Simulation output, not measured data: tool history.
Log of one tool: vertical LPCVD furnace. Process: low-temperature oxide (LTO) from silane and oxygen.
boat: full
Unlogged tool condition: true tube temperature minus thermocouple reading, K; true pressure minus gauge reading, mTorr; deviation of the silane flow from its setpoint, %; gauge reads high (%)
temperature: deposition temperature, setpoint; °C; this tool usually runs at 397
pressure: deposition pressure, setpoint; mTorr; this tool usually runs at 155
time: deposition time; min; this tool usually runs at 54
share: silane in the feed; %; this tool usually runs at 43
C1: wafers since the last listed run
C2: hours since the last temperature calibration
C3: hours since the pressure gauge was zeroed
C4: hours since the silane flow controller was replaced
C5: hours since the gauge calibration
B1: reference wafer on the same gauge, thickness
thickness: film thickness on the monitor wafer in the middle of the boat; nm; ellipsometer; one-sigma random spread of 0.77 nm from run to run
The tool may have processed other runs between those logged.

{"run": 1, "hour": 0.0, "temperature": 397, "pressure": 155, "time": 54, "share": 43, "C1": 0, "C2": 4225.2, "C3": 1482.9, "C4": 1624.5, "C5": 35.6, "B1": 308.02, "thickness": 343.6}
{"run": 2, "hour": 96.2, "temperature": 397, "pressure": 155, "time": 54, "share": 43, "C1": 1776, "C2": 4321.4, "C3": 1579.1, "C4": 1720.7, "C5": 131.8, "B1": 308.01, "thickness": 343.91}
{"run": 3, "hour": 129.9, "temperature": 397, "pressure": 155, "time": 54, "share": 43, "C1": 622, "C2": 4355.1, "C3": 1612.8, "C4": 1754.4, "C5": 165.5, "B1": 307.96, "thickness": 343.78}
{"run": 4, "hour": 160.4, "temperature": 397, "pressure": 155, "time": 54, "share": 46, "C1": 563, "C2": 4385.6, "C3": 1643.3, "C4": 1784.9, "C5": 196, "B1": 307.96, "thickness": 366.37}
{"run": 5, "hour": 194.7, "temperature": 397, "pressure": 155, "time": 54, "share": 46, "C1": 633, "C2": 4419.9, "C3": 1677.6, "C4": 1819.2, "C5": 230.3, "B1": 307.96, "thickness": 368.03}
{"run": 6, "hour": 227.4, "temperature": 397, "pressure": 155, "time": 54, "share": 46, "C1": 604, "C2": 4452.6, "C3": 1710.3, "C4": 1851.9, "C5": 263, "B1": 307.95, "thickness": 365.92}
{"run": 7, "hour": 239.9, "temperature": 397, "pressure": 185, "time": 54, "share": 47, "C1": 230, "C2": 4465.1, "C3": 1722.8, "C4": 1864.4, "C5": 275.5, "B1": 308.03, "thickness": 445.69}
{"hour": 265.7, "done": "pressure gauge zeroed"}
{"run": 8, "hour": 266.2, "temperature": 397, "pressure": 185, "time": 54, "share": 47, "C1": 42, "C2": 4491.4, "C3": 0.5, "C4": 1890.7, "C5": 301.8, "B1": 308.13, "thickness": 446.51}
{"run": 9, "hour": 296.5, "temperature": 397, "pressure": 185, "time": 54, "share": 47, "C1": 559, "C2": 4521.7, "C3": 30.8, "C4": 1921, "C5": 332.1, "B1": 308.05, "thickness": 448.8}
{"hour": 320.9, "done": "silane flow controller replaced"}
{"run": 10, "hour": 321.4, "temperature": 397, "pressure": 155, "time": 54, "share": 43, "C1": 16, "C2": 4546.6, "C3": 55.7, "C4": 0.5, "C5": 357, "B1": 307.89, "thickness": 332.56}
{"run": 11, "hour": 346.8, "temperature": 397, "pressure": 155, "time": 54, "share": 43, "C1": 469, "C2": 4572, "C3": 81.1, "C4": 25.9, "C5": 382.4, "B1": 307.95, "thickness": 334.75}
{"run": 12, "hour": 450.0, "temperature": 397, "pressure": 155, "time": 54, "share": 43, "C1": 1906, "C2": 4675.2, "C3": 184.3, "C4": 129.1, "C5": 485.6, "B1": 307.91, "thickness": 334.98}
{"run": 13, "hour": 467.2, "temperature": 397, "pressure": 155, "time": 54, "share": 43, "C1": 317, "C2": 4692.4, "C3": 201.5, "C4": 146.3, "C5": 502.8, "B1": 307.88, "thickness": 336.69}
{"run": 14, "hour": 488.7, "temperature": 397, "pressure": 155, "time": 54, "share": 43, "C1": 397, "C2": 4713.9, "C3": 223, "C4": 167.8, "C5": 524.3, "B1": 307.93, "thickness": 335.12}
{"run": 15, "hour": 521.7, "temperature": 397, "pressure": 155, "time": 70.5, "share": 49, "C1": 609, "C2": 4746.9, "C3": 256, "C4": 200.8, "C5": 557.3, "B1": 308, "thickness": 500.44}
{"run": 16, "hour": 537.1, "temperature": 397, "pressure": 155, "time": 54, "share": 35, "C1": 284, "C2": 4762.3, "C3": 271.4, "C4": 216.2, "C5": 572.7, "B1": 308.01, "thickness": 262.27}
{"hour": 554.8, "done": "gauge calibrated"}
{"run": 17, "hour": 568.2, "temperature": 397, "pressure": 135, "time": 54, "share": 49, "C1": 574, "C2": 4793.4, "C3": 302.5, "C4": 247.3, "C5": 13.4, "B1": 307.94, "thickness": 333.28}
{"run": 18, "hour": 584.5, "temperature": 397, "pressure": 130, "time": 33, "share": 43, "C1": 301, "C2": 4809.7, "C3": 318.8, "C4": 263.6, "C5": 29.7, "B1": 307.88, "thickness": 172.37}
{"run": 19, "hour": 607.3, "temperature": 404, "pressure": 145, "time": 69, "share": 40, "C1": 421, "C2": 4832.5, "C3": 341.6, "C4": 286.4, "C5": 52.5, "B1": 308.02, "thickness": 401.85}
{"run": 20, "hour": 621.4, "temperature": 397, "pressure": 135, "time": 39.5, "share": 43, "C1": 260, "C2": 4846.6, "C3": 355.7, "C4": 300.5, "C5": 66.6, "B1": 308, "thickness": 215.63}
{"run": 21, "hour": 688.3, "temperature": 397, "pressure": 155, "time": 54, "share": 43, "C1": 1235, "C2": 4913.5, "C3": 422.6, "C4": 367.4, "C5": 133.5, "B1": 308.09, "thickness": 337.29}
{"hour": 723.3, "done": "thermocouples replaced and temperature profile calibrated"}
{"run": 22, "hour": 723.8, "temperature": 397, "pressure": 190, "time": 46.5, "share": 43, "C1": 212, "C2": 0.5, "C3": 458.1, "C4": 402.9, "C5": 169, "B1": 308.04, "thickness": 356.9}
{"run": 23, "hour": 734.9, "temperature": 397, "pressure": 155, "time": 70.5, "share": 49, "C1": 205, "C2": 11.6, "C3": 469.2, "C4": 414, "C5": 180.1, "B1": 307.9, "thickness": 502.56}
{"run": 24, "hour": 747.8, "temperature": 397, "pressure": 145, "time": 63.5, "share": 43, "C1": 238, "C2": 24.5, "C3": 482.1, "C4": 426.9, "C5": 193, "B1": 307.91, "thickness": 372.18}
{"run": 25, "hour": 766.2, "temperature": 397, "pressure": 155, "time": 54, "share": 43, "C1": 339, "C2": 42.9, "C3": 500.5, "C4": 445.3, "C5": 211.4, "B1": 308.07, "thickness": 337.72}
{"run": 26, "hour": 787.1, "temperature": 402, "pressure": 185, "time": 41, "share": 48, "C1": 386, "C2": 63.8, "C3": 521.4, "C4": 466.2, "C5": 232.3, "B1": 307.88, "thickness": 359.9}
{"run": 27, "hour": 819.2, "temperature": 397, "pressure": 155, "time": 36, "share": 43, "C1": 592, "C2": 95.9, "C3": 553.5, "C4": 498.3, "C5": 264.4, "B1": 308.13, "thickness": 227.24}
{"run": 28, "hour": 898.3, "temperature": 397, "pressure": 185, "time": 71, "share": 36, "C1": 1461, "C2": 175, "C3": 632.6, "C4": 577.4, "C5": 343.5, "B1": 307.95, "thickness": 430.67}

Forecast run 29:
{"run": 29, "hour": 923.9, "temperature": 397, "pressure": 155, "time": 54, "share": 43, "C1": 472, "C2": 200.6, "C3": 658.2, "C4": 603, "C5": 369.1, "B1": "?", "thickness": "?"}

{"run 29": {"B1": 308.11, "thickness": 340.32}}
Were there no unlogged condition in the tool, this run, its random variation unchanged, would have produced thickness 334.49 nm.
